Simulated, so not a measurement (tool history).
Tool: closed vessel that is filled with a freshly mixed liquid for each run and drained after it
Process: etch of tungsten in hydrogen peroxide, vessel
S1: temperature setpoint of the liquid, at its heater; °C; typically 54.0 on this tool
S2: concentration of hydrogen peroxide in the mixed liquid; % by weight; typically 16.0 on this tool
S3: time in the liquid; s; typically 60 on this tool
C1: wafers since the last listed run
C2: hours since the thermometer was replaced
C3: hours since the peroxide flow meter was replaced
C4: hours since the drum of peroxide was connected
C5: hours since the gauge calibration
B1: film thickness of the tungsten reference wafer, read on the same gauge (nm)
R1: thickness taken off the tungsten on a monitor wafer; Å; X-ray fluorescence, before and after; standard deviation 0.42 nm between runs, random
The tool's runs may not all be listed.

run	hour	S1	S2	S3	C1	C2	C3	C4	C5	B1	R1
1	0.0	54.0	15.0	60	0	1137.2	556.6	82.7	509.5	50.00	668.3
2	87.2	54.0	15.0	60	10508	1224.4	643.8	169.9	596.7	50.00	665.6
3	143.4	54.0	16.0	60	6772	1280.6	700.0	226.1	652.9	50.00	674.0
4	179.7	54.0	16.0	60	4374	1316.9	736.3	262.4	689.2	49.99	679.0
5	234.5	59.0	16.0	60	6603	1371.7	791.1	317.2	744.0	49.99	908.3
6	335.3	59.0	16.0	60	12147	1472.5	891.9	418.0	844.8	50.01	897.5
7	437.6	54.0	16.0	60	12328	1574.8	994.2	520.3	947.1	50.00	661.3
8	490.6	47.0	17.5	40	6387	1627.8	1047.2	573.3	1000.1	49.99	296.0
# hour 515.0: gauge calibrated
# hour 618.9: peroxide flow meter replaced
# hour 671.7: new drum of peroxide connected
# hour 731.3: thermometer replaced
9	785.3	54.0	15.0	60	35152	54.0	166.4	113.6	270.3	50.00	715.0
10	878.6	54.0	16.0	50	11243	147.3	259.7	206.9	363.6	49.97	602.2
11	922.1	54.0	16.0	60	5242	190.8	303.2	250.4	407.1	50.00	718.2
12	1007.9	61.0	12.0	45	10339	276.6	389.0	336.2	492.9	50.02	701.6
13	1056.3	58.0	20.0	35	5832	325.0	437.4	384.6	541.3	50.00	589.8
14	1143.0	48.0	19.5	40	10448	411.7	524.1	471.3	628.0	49.99	360.7

Branching from run 14: 4 alternative next runs. What would each branch give?
A	1143.7	45.5	16.0	60	84	412.4	524.8	472.0	628.7	?	?
B	1143.7	54.0	16.0	70	84	412.4	524.8	472.0	628.7	?	?
C	1143.7	54.0	14.0	95	84	412.4	524.8	472.0	628.7	?	?
D	1143.7	58.5	21.0	60	84	412.4	524.8	472.0	628.7	?	?

run	B1	R1
A	49.99	419.5
B	49.99	824.6
C	49.99	1046.8
D	49.99	1055.8
What these runs would have given with no unlogged condition in the tool:
run	R1
A	442.8
B	869.3
C	1103.5
D	1112.3
